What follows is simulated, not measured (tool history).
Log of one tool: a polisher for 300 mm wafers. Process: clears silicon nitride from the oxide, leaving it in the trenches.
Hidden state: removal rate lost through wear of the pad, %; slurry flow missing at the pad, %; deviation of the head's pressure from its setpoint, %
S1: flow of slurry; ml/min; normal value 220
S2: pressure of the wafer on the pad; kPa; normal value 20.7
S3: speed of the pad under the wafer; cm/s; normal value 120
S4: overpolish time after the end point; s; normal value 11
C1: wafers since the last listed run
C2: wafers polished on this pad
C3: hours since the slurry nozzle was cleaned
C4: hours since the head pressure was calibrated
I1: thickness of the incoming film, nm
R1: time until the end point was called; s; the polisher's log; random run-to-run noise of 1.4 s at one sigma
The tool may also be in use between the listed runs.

Run 1, hour 0: usual settings; C1 0; C2 836; C3 695.1; C4 860.4; I1 99. Result: R1 86.6 s.
Run 2, hour 34.2: usual settings but S4 17 s; C1 267; C2 1103; C3 729.3; C4 894.6; I1 98.3. Result: R1 87.5 s.
Run 3, hour 56.3: usual settings but S4 17 s; C1 172; C2 1276; C3 751.4; C4 916.7; I1 98.7. Result: R1 90.7 s.
At hour 79.7: worn pad replaced by a new one.
Run 4, hour 85.1: usual settings; C1 193; C2 42; C3 780.2; C4 945.5; I1 99.1. Result: R1 88.6 s.
Run 5, hour 117.8: usual settings; C1 255; C2 297; C3 812.9; C4 978.2; I1 100.4. Result: R1 89 s.
Run 6, hour 130: usual settings; C1 95; C2 393; C3 825.1; C4 990.4; I1 101.4. Result: R1 90.9 s.
Run 7, hour 152.9: usual settings but S2 26.2 kPa; C1 179; C2 572; C3 848; C4 1013.3; I1 101.3. Result: R1 74.2 s.
Run 8, hour 175.9: usual settings but S2 26.2 kPa; C1 179; C2 752; C3 871; C4 1036.3; I1 100.3. Result: R1 73.1 s.
At hour 189.9: slurry nozzle cleaned.
Run 9, hour 190.4: usual settings but S2 26.2 kPa; C1 105; C2 857; C3 0.5; C4 1050.8; I1 99.7. Result: R1 64 s.
Run 10, hour 222.1: usual settings; C1 247; C2 1105; C3 32.2; C4 1082.5; I1 100.6. Result: R1 79.4 s.
At hour 240.6: worn pad replaced by a new one.
Run 11, hour 241.1: usual settings but S1 185 ml/min; C1 117; C2 3; C3 51.2; C4 1101.5; I1 98.4. Result: R1 79.1 s.
Run 12, hour 270.1: usual settings but S1 170 ml/min, S3 102 cm/s; C1 226; C2 230; C3 80.2; C4 1130.5; I1 97.7. Result: R1 96.3 s.
Run 13, hour 283.2: usual settings but S1 280 ml/min, S3 94 cm/s, S4 16 s; C1 102; C2 333; C3 93.3; C4 1143.6; I1 100.4. Result: R1 102.6 s.
Run 14, hour 302.8: usual settings; C1 153; C2 486; C3 112.9; C4 1163.2; I1 98.5. Result: R1 78.5 s.
Run 15, hour 330.9: usual settings; C1 219; C2 706; C3 141; C4 1191.3; I1 99. Result: R1 79.1 s.
Run 16, hour 354.9: usual settings but S1 185 ml/min, S2 24.8 kPa, S3 154 cm/s, S4 4 s; C1 187; C2 894; C3 165; C4 1215.3; I1 100.6. Result: R1 53.7 s.
At hour 366.6: head pressure recalibrated.
Run 17, hour 371.6: usual settings but S1 290 ml/min, S2 15.9 kPa, S3 88 cm/s, S4 17 s; C1 114; C2 1009; C3 181.7; C4 5; I1 100.1. Result: R1 137 s.
Run 18, hour 404.6: usual settings but S1 255 ml/min; C1 258; C2 1267; C3 214.7; C4 38; I1 99.2. Result: R1 78.9 s.
At hour 425.8: worn pad replaced by a new one.
Run 19, hour 428.8: usual settings but S1 190 ml/min, S2 22.8 kPa; C1 158; C2 23; C3 238.9; C4 62.2; I1 98.5. Result: R1 75.6 s.
Run 20, hour 464.3: usual settings but S2 22.8 kPa, S3 142 cm/s; C1 277; C2 300; C3 274.4; C4 97.7; I1 99.2. Result: R1 64.2 s.
Run 21, hour 482.2: usual settings but S2 26.2 kPa; C1 140; C2 440; C3 292.3; C4 115.6; I1 102.3. Result: R1 66.9 s.
Run 22, hour 517.7: usual settings but S2 24.8 kPa; C1 277; C2 718; C3 327.8; C4 151.1; I1 100.6. Result: R1 69.4 s.

3 options for the next run, each taken on its own from the tool as it stands now. Forecast them:
Run A, hour 518.2: usual settings; C1 3; C2 722; C3 328.3; C4 151.6; I1 99.8. Result: R1 ?.
Run B, hour 518.2: usual settings but S1 270 ml/min, S2 25.5 kPa, S3 94 cm/s; C1 3; C2 722; C3 328.3; C4 151.6; I1 99.8. Result: R1 ?.
Run C, hour 518.2: usual settings but S1 160 ml/min, S3 80 cm/s; C1 3; C2 722; C3 328.3; C4 151.6; I1 99.8. Result: R1 ?.

run     R1
  A   83.5
  B   83.9
  C  133.5
The same runs, with their run-to-run variation unchanged, on a tool lacking any hidden condition would have given:
run     R1
  A   80.9
  B   81.8
  C  127.8
